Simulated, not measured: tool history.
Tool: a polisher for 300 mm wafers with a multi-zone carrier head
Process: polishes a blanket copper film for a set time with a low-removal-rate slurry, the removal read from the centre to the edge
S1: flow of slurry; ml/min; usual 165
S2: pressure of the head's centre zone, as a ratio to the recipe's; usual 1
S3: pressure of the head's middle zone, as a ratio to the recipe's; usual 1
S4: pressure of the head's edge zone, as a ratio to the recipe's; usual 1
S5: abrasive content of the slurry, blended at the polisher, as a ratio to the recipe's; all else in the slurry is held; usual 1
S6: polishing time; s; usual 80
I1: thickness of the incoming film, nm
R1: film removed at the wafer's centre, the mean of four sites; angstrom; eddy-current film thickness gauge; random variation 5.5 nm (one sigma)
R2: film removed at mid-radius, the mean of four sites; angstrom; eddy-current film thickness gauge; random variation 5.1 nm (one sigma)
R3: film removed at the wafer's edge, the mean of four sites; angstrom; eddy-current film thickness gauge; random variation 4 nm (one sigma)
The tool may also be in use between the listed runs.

run     day   S1    S2    S3    S4   S5   S6      I1    R1    R2    R3
  1       0  165     1  0.92     1    1   80  1253.2  3733  3452  3757
  2   0.358  165     1  0.92     1    1   80  1252.1  3814  3467  3749
  3   0.767  165     1     1     1    1   80  1261.3  3838  3682  3857
  4   1.404  165     1     1     1    1   80  1230.8  3752  3690  3858
  5   2.096  165     1     1  1.08    1   80  1238.8  3838  3746  3904
  6    2.35  165     1     1  1.08    1   80  1243.7  3833  3740  3933
  7   2.979  165     1     1     1    1   80  1270.7  3764  3807  3749
  8   3.712  165     1     1     1    1   80  1253.9  3740  3657  3762
  9   4.321  165     1     1     1    1   80  1230.4  3852  3758  3876
 10   4.633  165     1     1     1    1   80  1250.2  3835  3733  3784
 11   5.171  205  1.09  1.08     1    1   80  1250.5  4183  4120  3834
 12   5.592  165     1     1     1    1   80  1249.6  3735  3689  3812
 13   6.088  165     1     1     1    1  102  1255.1  4747  4694  4793
 14     6.8  165     1     1     1    1   80  1243.8  3843  3701  3784
 15   7.412  165     1     1  0.91    1   80  1257.5  3811  3697  3590
 16   7.708  165     1  1.09     1    1   80  1263.2  3885  3913  3815
 17   8.104  220     1     1   0.9    1   80  1242.2  3941  3856  3670
 18   8.488  165   1.1     1     1  1.1   80  1251.5  4182  3801  3870
 19   8.908  165     1     1  0.91    1   80  1279.5  3839  3711  3561
 20   9.621  165  1.11     1     1    1   55    1247  2925  2520  2584
 21   9.892  165  1.04     1     1    1   65  1241.3  3262  3052  3080
 22  10.275  165  1.05     1     1  1.2   80    1236  4139  3843  3847

Not shown: 6 entries that the log had between the listed runs. Between which runs, and how does the tool's hidden state differ before and after?
Between runs 6 and 7: edge zone pressure recalibrated (day 2.45)
  no hidden state differs between the two runs
Between runs 7 and 8: centre zone pressure recalibrated (day 3.612); worn pad replaced by a new one (day 3.692)
  no hidden state differs between the two runs
Between runs 8 and 9: carrier head's membrane replaced by a new one (day 4.029); slurry nozzle cleaned (day 4.046)
  no hidden state differs between the two runs
Between runs 16 and 17: worn pad replaced by a new one (day 7.912)
  no hidden state differs between the two runs
